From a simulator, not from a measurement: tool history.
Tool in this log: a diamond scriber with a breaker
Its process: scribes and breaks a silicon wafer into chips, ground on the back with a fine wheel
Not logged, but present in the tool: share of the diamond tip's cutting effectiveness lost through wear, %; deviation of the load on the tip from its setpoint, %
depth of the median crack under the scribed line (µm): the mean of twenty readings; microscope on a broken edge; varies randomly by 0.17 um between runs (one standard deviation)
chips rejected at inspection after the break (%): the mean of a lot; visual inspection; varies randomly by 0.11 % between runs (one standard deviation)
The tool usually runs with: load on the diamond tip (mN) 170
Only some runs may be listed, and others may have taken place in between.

run,hour,load on the diamond tip (mN),wafers since the last listed run,hours since the diamond tip was replaced,hours since the load on the tip was calibrated,"incoming depth of the damage left on the back of the incoming wafer, um",depth of the median crack under the scribed line (µm),chips rejected at inspection after the break (%)
1,0.0,205,0,719.0,396.2,2.76,14.84,3.21
2,8.1,205,16,727.1,404.3,1.61,14.84,2.94
3,18.4,139,21,737.4,414.6,2.52,12.39,2.99
4,29.6,139,23,748.6,425.8,2.47,12.78,3.37
5,36.9,139,15,755.9,433.1,2.66,12.33,3.29
6,44.2,147,15,763.2,440.4,2.40,12.83,2.45
7,62.1,147,37,781.1,458.3,2.03,12.79,2.30
8,80.1,170,37,799.1,476.3,2.63,13.70,1.90
9,89.8,170,20,808.8,486.0,2.84,13.41,2.00
10,105.8,170,33,824.8,502.0,2.69,13.51,1.98
11,114.8,192,18,833.8,511.0,1.67,14.40,1.63
12,126.0,192,23,845.0,522.2,1.81,14.11,1.79
13,143.9,192,37,862.9,540.1,2.98,14.47,2.57
14,156.1,195,25,875.1,552.3,2.42,14.70,2.30
15,165.2,202,19,884.2,561.4,1.63,14.89,2.28
16,174.3,126,19,893.3,570.5,1.69,11.87,4.95
# hour 184.7: diamond tip replaced by a new one
17,204.0,189,58,19.3,600.2,2.80,14.43,2.22
18,212.3,214,17,27.6,608.5,2.56,15.16,4.03
19,226.5,217,29,41.8,622.7,2.51,15.61,3.70
20,237.9,170,23,53.2,634.1,2.67,13.82,1.79
21,252.2,186,29,67.5,648.4,2.83,14.31,1.83
# hour 272.6: load on the tip recalibrated
22,299.1,149,94,114.4,26.5,1.88,12.82,1.70
23,314.7,127,32,130.0,42.1,2.04,12.03,4.11
24,329.7,170,31,145.0,57.1,1.90,13.85,1.21
25,340.6,190,22,155.9,68.0,1.92,14.43,1.86
26,350.8,153,21,166.1,78.2,2.32,12.90,1.85

What the log doesn't show, run by run:
share of the diamond tip's cutting effectiveness lost through wear, %: 0 on each run
deviation of the load on the tip from its setpoint, %: 0 on each run
